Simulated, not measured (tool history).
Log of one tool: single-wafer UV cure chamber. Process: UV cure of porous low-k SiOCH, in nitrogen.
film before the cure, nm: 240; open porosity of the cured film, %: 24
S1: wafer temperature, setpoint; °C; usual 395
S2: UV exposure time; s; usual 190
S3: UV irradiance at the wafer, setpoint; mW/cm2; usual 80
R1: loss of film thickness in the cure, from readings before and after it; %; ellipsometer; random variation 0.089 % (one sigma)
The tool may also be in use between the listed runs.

Run 1, hour 0.0: usual settings. Result: R1 8.343 %.
Run 2, hour 14.9: usual settings. Result: R1 8.301 %.
Run 3, hour 27.6: usual settings but S2 225 s. Result: R1 9.088 %.
Run 4, hour 41.8: usual settings but S1 389 °C. Result: R1 8.093 %.
Run 5, hour 52.9: usual settings but S1 389 °C. Result: R1 8.087 %.
Run 6, hour 62.4: usual settings. Result: R1 8.242 %.
Run 7, hour 70.5: usual settings. Result: R1 8.186 %.
Run 8, hour 83.4: usual settings. Result: R1 8.253 %.
Run 9, hour 100.1: usual settings. Result: R1 8.010 %.
Run 10, hour 109.3: usual settings. Result: R1 8.124 %.
Run 11, hour 120.0: usual settings. Result: R1 8.167 %.
Run 12, hour 171.4: usual settings but S2 100 s. Result: R1 5.443 %.
At hour 224.3: quartz window cleaned.
Run 13, hour 224.8: usual settings but S2 100 s. Result: R1 6.091 %.
Run 14, hour 226.8: usual settings but S1 385 °C, S2 110 s, S3 57 mW/cm2. Result: R1 4.998 %.
Run 15, hour 242.7: usual settings. Result: R1 8.827 %.
Run 16, hour 254.7: usual settings. Result: R1 8.860 %.
At hour 264.3: UV bulbs replaced.
Run 17, hour 265.7: usual settings. Result: R1 10.960 %.
Run 18, hour 282.2: usual settings but S1 390 °C. Result: R1 10.885 %.
Run 19, hour 289.2: usual settings but S1 407 °C, S2 275 s. Result: R1 12.847 %.
Run 20, hour 296.5: usual settings but S2 140 s, S3 63 mW/cm2. Result: R1 8.450 %.
Run 21, hour 303.1: usual settings but S2 155 s, S3 107 mW/cm2. Result: R1 11.282 %.
Run 22, hour 313.0: usual settings but S2 145 s. Result: R1 9.513 %.
Run 23, hour 328.6: usual settings. Result: R1 10.718 %.
Run 24, hour 336.7: usual settings. Result: R1 10.747 %.
Run 25, hour 347.9: usual settings but S1 408 °C, S2 120 s, S3 107 mW/cm2. Result: R1 10.175 %.
Run 26, hour 356.5: usual settings. Result: R1 10.529 %.
Run 27, hour 364.3: usual settings but S2 270 s, S3 65 mW/cm2. Result: R1 11.216 %.

5 ways to go on from here, each from the tool as it stands after run 27. What would each give?
Run A, hour 364.8: usual settings but S3 98 mW/cm2. Result: R1 ?.
Run B, hour 364.8: usual settings but S3 63 mW/cm2. Result: R1 ?.
Run C, hour 364.8: usual settings but S1 377 °C, S2 275 s, S3 54 mW/cm2. Result: R1 ?.
Run D, hour 364.8: usual settings but S1 402 °C. Result: R1 ?.
Run E, hour 364.8: usual settings but S1 409 °C, S2 120 s, S3 120 mW/cm2. Result: R1 ?.

run      R1
  A  11.585
  B   9.553
  C  10.204
  D  10.766
  E  10.638
Without the tool's hidden state the same runs would have given:
run      R1
  A  12.005
  B   9.955
  C  10.611
  D  11.178
  E  11.049
